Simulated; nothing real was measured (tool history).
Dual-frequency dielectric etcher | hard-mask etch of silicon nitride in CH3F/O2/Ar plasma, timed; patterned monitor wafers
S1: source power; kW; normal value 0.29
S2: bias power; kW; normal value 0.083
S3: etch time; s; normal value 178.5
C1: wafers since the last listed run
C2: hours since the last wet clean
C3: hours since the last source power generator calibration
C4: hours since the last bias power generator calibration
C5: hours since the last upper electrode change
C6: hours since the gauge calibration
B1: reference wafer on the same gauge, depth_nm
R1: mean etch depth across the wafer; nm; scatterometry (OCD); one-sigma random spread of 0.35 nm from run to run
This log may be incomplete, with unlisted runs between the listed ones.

run	day	S1	S2	S3	C1	C2	C3	C4	C5	C6	B1	R1
1	0	0.29	0.083	178.5	0	30.7	2673.4	2576.3	4468.5	766.3	135.1	120
2	1.975	0.29	0.083	178.5	450	78.1	2720.8	2623.7	4515.9	813.7	135.1	120.4
3	6.229	0.29	0.083	178.5	969	180.2	2822.9	2725.8	4618	915.8	134.8	120.7
4	8.438	0.29	0.083	178.5	503	233.2	2875.9	2778.8	4671	968.8	135	120.8
5	10.917	0.29	0.083	178.5	565	292.7	2935.4	2838.3	4730.5	1028.3	135.1	122.1
6	13.158	0.29	0.083	178.5	510	346.5	2989.2	2892.1	4784.3	1082.1	135	122.1
7	15.183	0.29	0.083	178.5	461	395.1	3037.8	2940.7	4832.9	1130.7	134.9	123.3
# day 18.779: upper electrode replaced
8	18.8	0.29	0.083	178.5	596	481.9	3124.6	3027.5	0.5	1217.5	135	123.8
9	19.588	0.29	0.083	178.5	179	500.8	3143.5	3046.4	19.4	1236.4	135	123.9
# day 22.721: wet clean of the chamber
10	22.8	0.29	0.079	178.5	504	1.9	3220.6	3123.5	96.5	1313.5	134.9	118.1
# day 23.612: source power generator calibrated
11	24.596	0.29	0.079	178.5	371	45	23.6	3166.6	139.6	1356.6	135	118.1
12	28.104	0.29	0.079	178.5	799	129.2	107.8	3250.8	223.8	1440.8	134.9	118.5
13	31.621	0.31	0.103	178.5	801	213.6	192.2	3335.2	308.2	1525.2	135.1	135.5
14	35.204	0.31	0.083	204	816	299.6	278.2	3421.2	394.2	1611.2	135	143.6
15	39.204	0.29	0.083	194.5	911	395.6	374.2	3517.2	490.2	1707.2	135	134.6
# day 41.179: bias power generator calibrated
16	42.242	0.27	0.102	178.5	654	468.5	447.1	25.5	563.1	1780.1	135	130.5
# day 44.212: wet clean of the chamber
17	45.817	0.35	0.098	152.5	586	38.5	532.9	111.3	648.9	1865.9	135	117.3
18	49.629	0.29	0.083	178.5	868	130	624.4	202.8	740.4	1957.4	134.8	119.2
19	53.279	0.27	0.101	131.5	831	217.6	712	290.4	828	2045	134.9	93
20	55.938	0.29	0.09	178.5	605	281.4	775.8	354.2	891.8	2108.8	135	125.6
# day 59.317: gauge calibrated
21	59.75	0.31	0.083	204	868	372.9	867.3	445.7	983.3	10.4	135.2	143.5
22	63.621	0.29	0.069	224.5	882	465.8	960.2	538.6	1076.2	103.3	134.9	144.7
23	67.312	0.35	0.076	214.5	841	554.4	1048.8	627.2	1164.8	191.9	134.9	155.4
# day 68.712: wet clean of the chamber
24	69.146	0.22	0.067	217	189	10.4	1092.8	671.2	1208.8	235.9	134.9	119.6
25	71.033	0.29	0.083	215.5	430	55.7	1138.1	716.5	1254.1	281.2	135.1	145.4
26	74.317	0.29	0.083	178.5	748	134.5	1216.9	795.3	1332.9	360	135.1	121.2
27	77.896	0.31	0.083	204	815	220.4	1302.8	881.2	1418.8	445.9	135	142.9
28	80.679	0.29	0.083	158.5	634	287.2	1369.6	948	1485.6	512.7	135	108.9
29	83.692	0.29	0.083	178.5	686	359.5	1441.9	1020.3	1557.9	585	135	123.8
30	87.862	0.36	0.095	158	950	459.6	1542	1120.4	1658	685.1	135.1	126.4

3 options for the next run, each taken on its own from the tool as it stands now. Forecast them:
A	87.883	0.29	0.067	178.5	4	460.1	1542.5	1120.9	1658.5	685.6	?	?
B	87.883	0.29	0.083	135	4	460.1	1542.5	1120.9	1658.5	685.6	?	?
C	87.883	0.32	0.096	178.5	4	460.1	1542.5	1120.9	1658.5	685.6	?	?

run	B1	R1
A	135.1	114.9
B	135.1	94.1
C	135.1	136.9
With no hidden state in the tool, these same runs would have given:
run	R1
A	110.4
B	90.5
C	131.6
